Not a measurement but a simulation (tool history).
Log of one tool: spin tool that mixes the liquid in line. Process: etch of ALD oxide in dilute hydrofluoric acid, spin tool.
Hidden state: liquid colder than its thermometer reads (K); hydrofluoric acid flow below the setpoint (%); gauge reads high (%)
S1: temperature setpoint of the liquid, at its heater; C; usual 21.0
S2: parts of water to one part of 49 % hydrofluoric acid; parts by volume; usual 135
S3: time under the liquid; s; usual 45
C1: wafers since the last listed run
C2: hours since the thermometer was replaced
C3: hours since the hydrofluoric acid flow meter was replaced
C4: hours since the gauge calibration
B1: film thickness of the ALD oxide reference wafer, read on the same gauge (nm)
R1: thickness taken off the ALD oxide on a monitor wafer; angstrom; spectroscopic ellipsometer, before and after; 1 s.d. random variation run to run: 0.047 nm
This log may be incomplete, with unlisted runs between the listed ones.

{"run": 1, "hour": 0.0, "S1": 21.0, "S2": 135, "S3": 45, "C1": 0, "C2": 2961.4, "C3": 803.8, "C4": 166.9, "B1": 89.99, "R1": 76.7}
{"run": 2, "hour": 58.0, "S1": 21.0, "S2": 135, "S3": 45, "C1": 852, "C2": 3019.4, "C3": 861.8, "C4": 224.9, "B1": 90.0, "R1": 76.8}
{"run": 3, "hour": 97.7, "S1": 21.0, "S2": 135, "S3": 45, "C1": 583, "C2": 3059.1, "C3": 901.5, "C4": 264.6, "B1": 89.97, "R1": 75.6}
{"run": 4, "hour": 154.7, "S1": 21.0, "S2": 135, "S3": 45, "C1": 838, "C2": 3116.1, "C3": 958.5, "C4": 321.6, "B1": 90.0, "R1": 76.7}
{"run": 5, "hour": 216.6, "S1": 21.0, "S2": 135, "S3": 45, "C1": 910, "C2": 3178.0, "C3": 1020.4, "C4": 383.5, "B1": 90.03, "R1": 74.9}
{"run": 6, "hour": 280.4, "S1": 22.5, "S2": 135, "S3": 45, "C1": 938, "C2": 3241.8, "C3": 1084.2, "C4": 447.3, "B1": 89.99, "R1": 79.3}
{"hour": 334.9, "done": "thermometer replaced"}
{"run": 7, "hour": 336.4, "S1": 21.0, "S2": 80, "S3": 45, "C1": 808, "C2": 1.5, "C3": 1140.2, "C4": 503.3, "B1": 90.01, "R1": 148.5}
{"run": 8, "hour": 391.2, "S1": 21.0, "S2": 135, "S3": 45, "C1": 805, "C2": 56.3, "C3": 1195.0, "C4": 558.1, "B1": 90.02, "R1": 81.0}
{"hour": 429.6, "done": "hydrofluoric acid flow meter replaced"}
{"run": 9, "hour": 435.6, "S1": 21.0, "S2": 135, "S3": 25, "C1": 638, "C2": 100.7, "C3": 6.0, "C4": 602.5, "B1": 90.02, "R1": 49.0}
{"hour": 495.5, "done": "gauge calibrated"}
{"run": 10, "hour": 565.8, "S1": 24.5, "S2": 135, "S3": 65, "C1": 1914, "C2": 230.9, "C3": 136.2, "C4": 70.3, "B1": 89.99, "R1": 144.7}
{"run": 11, "hour": 629.2, "S1": 25.0, "S2": 175, "S3": 45, "C1": 932, "C2": 294.3, "C3": 199.6, "C4": 133.7, "B1": 90.02, "R1": 75.8}
{"run": 12, "hour": 673.6, "S1": 21.0, "S2": 195, "S3": 45, "C1": 652, "C2": 338.7, "C3": 244.0, "C4": 178.1, "B1": 90.0, "R1": 56.1}
{"run": 13, "hour": 715.0, "S1": 24.0, "S2": 110, "S3": 45, "C1": 608, "C2": 380.1, "C3": 285.4, "C4": 219.5, "B1": 90.02, "R1": 123.1}
{"run": 14, "hour": 753.7, "S1": 19.5, "S2": 185, "S3": 30, "C1": 569, "C2": 418.8, "C3": 324.1, "C4": 258.2, "B1": 89.98, "R1": 37.6}

Below, some changes in R1 between adjacent runs. For each, the amount present without the hidden state too (settings, incoming material, random variation) and the amount remaining for the hidden state with gauge scatter not shared by both compared results:
Run 8 -> 9: S3 45 -> 25, hydrofluoric acid flow meter replaced. R1 -32.0 angstrom: hidden state +7.5, all else -39.5.
Run 9 -> 10: S1 21.0 -> 24.5, S3 25 -> 65, gauge calibrated. R1 +95.7 angstrom: hidden state -4.3, all else +100.0.
